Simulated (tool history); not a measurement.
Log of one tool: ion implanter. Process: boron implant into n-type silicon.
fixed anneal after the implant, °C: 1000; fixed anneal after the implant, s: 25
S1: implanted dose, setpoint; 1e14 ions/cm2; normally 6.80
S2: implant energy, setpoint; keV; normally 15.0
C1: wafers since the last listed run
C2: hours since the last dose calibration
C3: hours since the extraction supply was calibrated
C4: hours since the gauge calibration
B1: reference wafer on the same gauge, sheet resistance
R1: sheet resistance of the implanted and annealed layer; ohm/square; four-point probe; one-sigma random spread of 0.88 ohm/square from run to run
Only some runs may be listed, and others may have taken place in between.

run    hour    S1    S2    C1      C2      C3      C4      B1      R1
  1     0.0  5.24  15.0     0   672.6  2517.9   525.8  192.96  230.02
  2    52.7  6.80  15.0   770   725.3  2570.6   578.5  193.02  182.25
  3   117.5  6.80  15.0   947   790.1  2635.4   643.3  193.24  182.90
  4   240.0  6.80  15.0  1791   912.6  2757.9   765.8  193.04  180.84
  5   285.9  6.80  15.0   671   958.5  2803.8   811.7  192.87  179.96
  6   335.8  6.80  15.0   729  1008.4  2853.7   861.6  193.12  180.50
  7   370.8  6.80  15.0   511  1043.4  2888.7   896.6  192.87  180.00
  8   419.8  6.80  15.0   716  1092.4  2937.7   945.6  192.99  178.95
  9   478.9  6.80  15.0   864  1151.5  2996.8  1004.7  192.71  178.57
 10   518.4  6.80  15.0   577  1191.0  3036.3  1044.2  193.07  178.32
      578.9  -- Faraday cup replaced and dose calibrated
 11   587.1  6.80  15.0   887     8.2  3105.0  1112.9  192.69  181.10
 12   634.6  6.80  15.0   694    55.7  3152.5  1160.4  192.98  183.08
 13   673.7  6.80  15.0   571    94.8  3191.6  1199.5  193.06  183.10
 14   708.2  6.80  15.0   504   129.3  3226.1  1234.0  192.94  182.59
 15   744.2  6.80  15.0   526   165.3  3262.1  1270.0  193.25  182.35
      763.5  -- extraction supply calibrated
      785.4  -- gauge calibrated
 16   803.5  6.10  15.0   750   224.6    40.0    18.1  193.25  199.68
 17   844.2  6.10  15.0   595   265.3    80.7    58.8  193.30  200.34
 18   893.0  6.10  15.0   713   314.1   129.5   107.6  193.28  201.60
 19   928.2  6.80  15.0   514   349.3   164.7   142.8  193.32  181.49
 20  1000.1  6.80  15.0  1051   421.2   236.6   214.7  192.84  179.89
 21  1041.1  7.86  11.5   599   462.2   277.6   255.7  193.05  165.81
 22  1087.3  5.21  15.0   675   508.4   323.8   301.9  193.06  229.39
 23  1157.1  6.80  15.0  1020   578.2   393.6   371.7  192.92  180.34
 24  1225.6  6.80  15.0  1001   646.7   462.1   440.2  193.27  181.17
 25  1254.9  6.80  15.0   428   676.0   491.4   469.5  193.09  180.44
 26  1305.9  6.80  16.5   745   727.0   542.4   520.5  193.22  178.92
 27  1355.8  7.99  13.5   729   776.9   592.3   570.4  192.72  159.41
 28  1415.0  8.44  10.0   865   836.1   651.5   629.6  192.85  159.82
 29  1478.7  5.20  15.0   931   899.8   715.2   693.3  193.17  223.45
 30  1523.5  6.80  12.5   655   944.6   760.0   738.1  192.82  182.00
 31  1566.7  8.11  16.5   631   987.8   803.2   781.3  193.00  153.67
 32  1598.4  5.06  19.0   463  1019.5   834.9   813.0  192.85  224.23
 33  1652.3  7.33  15.0   788  1073.4   888.8   866.9  192.86  166.35
 34  1679.4  6.80  15.0   396  1100.5   915.9   894.0  193.16  179.13
 35  1719.9  6.80  15.0   592  1141.0   956.4   934.5  193.07  179.04
 36  1747.0  7.95  10.0   396  1168.1   983.5   961.6  192.92  164.78

Here are 5 independent what-if runs from the current tool condition. What would each one return?
  A  1747.4  6.80  10.5   5  1168.5  983.9  962.0   ?   ?
  B  1747.4  6.80  19.5   5  1168.5  983.9  962.0   ?   ?
  C  1747.4  6.20  11.0   5  1168.5  983.9  962.0   ?   ?
  D  1747.4  8.31  15.0   5  1168.5  983.9  962.0   ?   ?
  E  1747.4  8.62  11.5   5  1168.5  983.9  962.0   ?   ?

run      B1      R1
  A  192.70  183.62
  B  192.70  173.68
  C  192.70  196.93
  D  192.70  150.39
  E  192.70  151.28
The same runs, with their run-to-run variation unchanged, on a tool lacking any hidden condition would have given:
run      R1
  A  190.12
  B  180.26
  C  204.10
  D  155.83
  E  156.26

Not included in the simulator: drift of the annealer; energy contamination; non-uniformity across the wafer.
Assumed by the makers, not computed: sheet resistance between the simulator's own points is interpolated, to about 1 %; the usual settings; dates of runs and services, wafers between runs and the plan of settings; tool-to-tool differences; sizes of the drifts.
